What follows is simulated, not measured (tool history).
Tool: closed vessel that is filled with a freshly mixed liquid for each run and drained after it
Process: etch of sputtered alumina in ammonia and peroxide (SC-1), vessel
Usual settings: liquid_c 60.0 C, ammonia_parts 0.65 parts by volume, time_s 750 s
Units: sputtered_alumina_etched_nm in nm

run   hour  liquid_c  ammonia_parts  time_s  wafers since the last listed run  hours since the thermometer was replaced  hours since the ammonia flow meter was replaced  hours since the drum of ammonia solution was connected  hours since the gauge calibration  read-back film thickness of the sputtered alumina reference wafer, read on the same gauge (nm)  sputtered_alumina_etched_nm
  1    0.0      60.0           0.65     750                                 0                                    1470.1                                           2274.0                                                   898.4                              420.1                                                                                           50.01                        47.93
      13.8  -- thermometer replaced
  2   17.4      60.0           0.75     750                              1280                                       3.6                                           2291.4                                                   915.8                              437.5                                                                                           49.96                        52.35
  3   33.8      60.0           0.65     750                              1280                                      20.0                                           2307.8                                                   932.2                              453.9                                                                                           49.95                        51.55
      36.2  -- new drum of ammonia solution connected
      41.2  -- gauge calibrated
  4   43.7      60.0           0.65     750                               695                                      29.9                                           2317.7                                                     7.5                                2.5                                                                                           50.01                        51.76
      54.6  -- ammonia flow meter replaced
  5   60.5      60.0           0.65     750                              1233                                      46.7                                              5.9                                                    24.3                               19.3                                                                                           50.00                        51.44
  6   70.9      60.0           0.65     750                               812                                      57.1                                             16.3                                                    34.7                               29.7                                                                                           50.04                        51.46
  7   79.1      60.0           0.65     750                               640                                      65.3                                             24.5                                                    42.9                               37.9                                                                                           50.01                        51.62
  8   95.2      53.0           0.65    1070                              1257                                      81.4                                             40.6                                                    59.0                               54.0                                                                                           50.02                        51.47
     107.1  -- thermometer replaced, repeated, since the last time left the tool worse
  9  111.0      60.0           0.65     750                              1155                                       3.9                                             56.4                                                    74.8                               69.8                                                                                           50.02                        44.25
 10  117.2      60.0           0.65     750                               484                                      10.1                                             62.6                                                    81.0                               76.0                                                                                           50.01                        44.34
 11  129.1      60.0           0.65     750                               929                                      22.0                                             74.5                                                    92.9                               87.9                                                                                           50.03                        44.72
 12  146.2      68.0           0.75     985                              1335                                      39.1                                             91.6                                                   110.0                              105.0                                                                                           50.04                        87.98
 13  154.9      51.0           0.85    1080                               679                                      47.8                                            100.3                                                   118.7                              113.7                                                                                           49.97                        40.97
 14  165.8      53.0           0.65     750                               851                                      58.7                                            111.2                                                   129.6                              124.6                                                                                           49.97                        30.95
 15  175.9      60.0           0.65     435                               788                                      68.8                                            121.3                                                   139.7                              134.7                                                                                           50.01                        25.73
 16  190.5      67.0           0.65     875                              1140                                      83.4                                            135.9                                                   154.3                              149.3                                                                                           50.01                        73.61
 17  202.4      65.5           0.65     905                               929                                      95.3                                            147.8                                                   166.2                              161.2                                                                                           50.07                        70.23
 18  236.2      60.0           0.40     750                              2639                                     129.1                                            181.6                                                   200.0                              195.0                                                                                           50.01                        42.25
 19  248.9      60.0           0.65     750                               991                                     141.8                                            194.3                                                   212.7                              207.7                                                                                           50.02                        45.00
 20  260.5      60.0           0.65     435                               905                                     153.4                                            205.9                                                   224.3                              219.3                                                                                           50.06                        25.93
 21  268.6      54.5           0.40     750                               632                                     161.5                                            214.0                                                   232.4                              227.4                                                                                           49.98                        31.82
 22  277.9      60.0           0.65     750                               726                                     170.8                                            223.3                                                   241.7                              236.7                                                                                           49.99                        45.39
 23  285.9      60.0           0.65     750                               624                                     178.8                                            231.3                                                   249.7                              244.7                                                                                           50.05                        44.50
 24  301.6      70.0           0.65     475                              1226                                     194.5                                            247.0                                                   265.4                              260.4                                                                                           50.03                        46.75
 25  316.2      52.0           0.95     750                              1140                                     209.1                                            261.6                                                   280.0                              275.0                                                                                           49.97                        30.36
 26  328.6      60.0           0.50     750                               968                                     221.5                                            274.0                                                   292.4                              287.4                                                                                           50.01                        43.94
 27  335.1      66.0           0.90     750                               507                                     228.0                                            280.5                                                   298.9                              293.9                                                                                           49.97                        62.71

Forecast each of these 5 alternatives for the next run:
  A  336.0      60.0           0.65     750                                70                                     228.9                                            281.4                                                   299.8                              294.8                                                                                               ?                            ?
  B  336.0      52.5           0.85    1125                                70                                     228.9                                            281.4                                                   299.8                              294.8                                                                                               ?                            ?
  C  336.0      67.5           0.85    1045                                70                                     228.9                                            281.4                                                   299.8                              294.8                                                                                               ?                            ?
  D  336.0      50.5           0.85     750                                70                                     228.9                                            281.4                                                   299.8                              294.8                                                                                               ?                            ?
  E  336.0      56.0           0.65     520                                70                                     228.9                                            281.4                                                   299.8                              294.8                                                                                               ?                            ?

run  read-back film thickness of the sputtered alumina reference wafer, read on the same gauge (nm)  sputtered_alumina_etched_nm
  A                                                                                           50.01                        44.97
  B                                                                                           50.01                        46.69
  C                                                                                           50.01                        93.40
  D                                                                                           50.01                        27.93
  E                                                                                           50.01                        25.34
Without the tool's hidden state the same runs would have given:
run  sputtered_alumina_etched_nm
  A                        43.84
  B                        45.44
  C                        91.16
  D                        27.17
  E                        24.68
